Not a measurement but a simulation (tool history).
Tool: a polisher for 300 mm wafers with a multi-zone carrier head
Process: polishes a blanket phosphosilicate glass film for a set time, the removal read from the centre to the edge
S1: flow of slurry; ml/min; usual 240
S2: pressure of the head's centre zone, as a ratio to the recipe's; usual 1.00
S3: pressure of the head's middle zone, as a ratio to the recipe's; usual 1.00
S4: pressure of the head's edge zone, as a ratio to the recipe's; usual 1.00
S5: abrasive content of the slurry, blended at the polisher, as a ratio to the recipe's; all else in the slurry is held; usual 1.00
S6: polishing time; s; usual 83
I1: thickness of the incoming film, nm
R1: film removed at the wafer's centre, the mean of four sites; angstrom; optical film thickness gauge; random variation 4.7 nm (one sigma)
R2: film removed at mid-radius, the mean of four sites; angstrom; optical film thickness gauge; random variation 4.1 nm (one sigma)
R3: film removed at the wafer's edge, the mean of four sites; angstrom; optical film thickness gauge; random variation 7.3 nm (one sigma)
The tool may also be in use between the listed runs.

Run 1, day 0.000: usual settings; I1 4212.0. Result: R1 6449 angstrom, R2 6436 angstrom, R3 6648 angstrom.
Run 2, day 4.292: usual settings; I1 4237.3. Result: R1 6423 angstrom, R2 6342 angstrom, R3 6534 angstrom.
Run 3, day 5.921: usual settings but S2 0.95; I1 4261.2. Result: R1 6105 angstrom, R2 6377 angstrom, R3 6413 angstrom.
Run 4, day 10.404: usual settings but S2 0.95; I1 4266.3. Result: R1 6024 angstrom, R2 6222 angstrom, R3 6429 angstrom.
Run 5, day 12.058: usual settings; I1 4200.3. Result: R1 6230 angstrom, R2 6233 angstrom, R3 6260 angstrom.
At day 13.925: slurry nozzle cleaned.
At day 15.062: worn pad replaced by a new one.
Run 6, day 15.650: usual settings but S1 305 ml/min, S2 0.91; I1 4260.7. Result: R1 6178 angstrom, R2 6635 angstrom, R3 6513 angstrom.
At day 24.929: centre zone pressure recalibrated.
Run 7, day 26.542: usual settings but S1 305 ml/min, S2 0.91; I1 4266.8. Result: R1 5919 angstrom, R2 6250 angstrom, R3 6389 angstrom.
Run 8, day 29.442: usual settings but S1 305 ml/min, S2 0.91; I1 4184.7. Result: R1 5839 angstrom, R2 6284 angstrom, R3 6340 angstrom.
At day 29.608: slurry nozzle cleaned.
At day 29.692: worn pad replaced by a new one.
Run 9, day 31.554: usual settings; I1 4256.8. Result: R1 6496 angstrom, R2 6494 angstrom, R3 6564 angstrom.
Run 10, day 33.404: usual settings but S2 0.95; I1 4314.1. Result: R1 6105 angstrom, R2 6402 angstrom, R3 6613 angstrom.
Run 11, day 35.954: usual settings but S3 1.03, S5 0.85; I1 4201.8. Result: R1 5806 angstrom, R2 5986 angstrom, R3 5873 angstrom.
At day 36.771: carrier head's membrane replaced by a new one.
Run 12, day 37.979: usual settings but S1 295 ml/min, S5 0.75; I1 4205.2. Result: R1 5424 angstrom, R2 5461 angstrom, R3 5445 angstrom.
Run 13, day 43.338: usual settings; I1 4291.4. Result: R1 6183 angstrom, R2 6251 angstrom, R3 6428 angstrom.
At day 45.288: worn pad replaced by a new one.
Run 14, day 45.350: usual settings but S1 205 ml/min, S2 1.07, S4 0.94; I1 4254.3. Result: R1 6724 angstrom, R2 6401 angstrom, R3 6262 angstrom.
At day 46.554: slurry nozzle cleaned.
At day 47.367: edge zone pressure recalibrated.
Run 15, day 49.725: usual settings but S1 300 ml/min, S3 0.95, S6 109 s; I1 4288.9. Result: R1 8633 angstrom, R2 8323 angstrom, R3 8750 angstrom.
At day 51.562: centre zone pressure recalibrated.
Run 16, day 52.133: usual settings; I1 4253.4. Result: R1 6339 angstrom, R2 6244 angstrom, R3 6465 angstrom.
Run 17, day 56.904: usual settings but S5 1.10, S6 96 s; I1 4336.2. Result: R1 7567 angstrom, R2 7591 angstrom, R3 7744 angstrom.
Run 18, day 58.683: usual settings but S1 310 ml/min, S3 1.12, S5 0.80, S6 75 s; I1 4192.2. Result: R1 5016 angstrom, R2 5472 angstrom, R3 5211 angstrom.
At day 59.038: worn pad replaced by a new one.
At day 59.771: slurry nozzle cleaned.
Run 19, day 61.383: usual settings but S5 1.25; I1 4291.3. Result: R1 7255 angstrom, R2 7170 angstrom, R3 7356 angstrom.
Run 20, day 65.658: usual settings but S2 0.89, S5 1.15, S6 102 s; I1 4236.6. Result: R1 7656 angstrom, R2 8401 angstrom, R3 8551 angstrom.
Run 21, day 67.346: usual settings but S1 300 ml/min, S4 0.90; I1 4238.5. Result: R1 6454 angstrom, R2 6402 angstrom, R3 6325 angstrom.

4 ways to go on from here, each from the tool as it stands after run 21. What would each give?
Run A, day 67.362: usual settings; I1 4258.5. Result: R1 ?, R2 ?, R3 ?.
Run B, day 67.362: usual settings but S1 300 ml/min; I1 4258.5. Result: R1 ?, R2 ?, R3 ?.
Run C, day 67.362: usual settings but S1 275 ml/min, S3 1.08, S4 0.95; I1 4258.5. Result: R1 ?, R2 ?, R3 ?.
Run D, day 67.362: usual settings but S1 325 ml/min, S4 0.97, S5 1.20, S6 65 s; I1 4258.5. Result: R1 ?, R2 ?, R3 ?.

run    R1    R2    R3
  A  6282  6265  6431
  B  6458  6422  6554
  C  6397  6740  6394
  D  5590  5555  5602
Without the tool's hidden state the same runs would have given:
run    R1    R2    R3
  A  6498  6481  6653
  B  6680  6644  6780
  C  6617  6972  6614
  D  5783  5747  5795
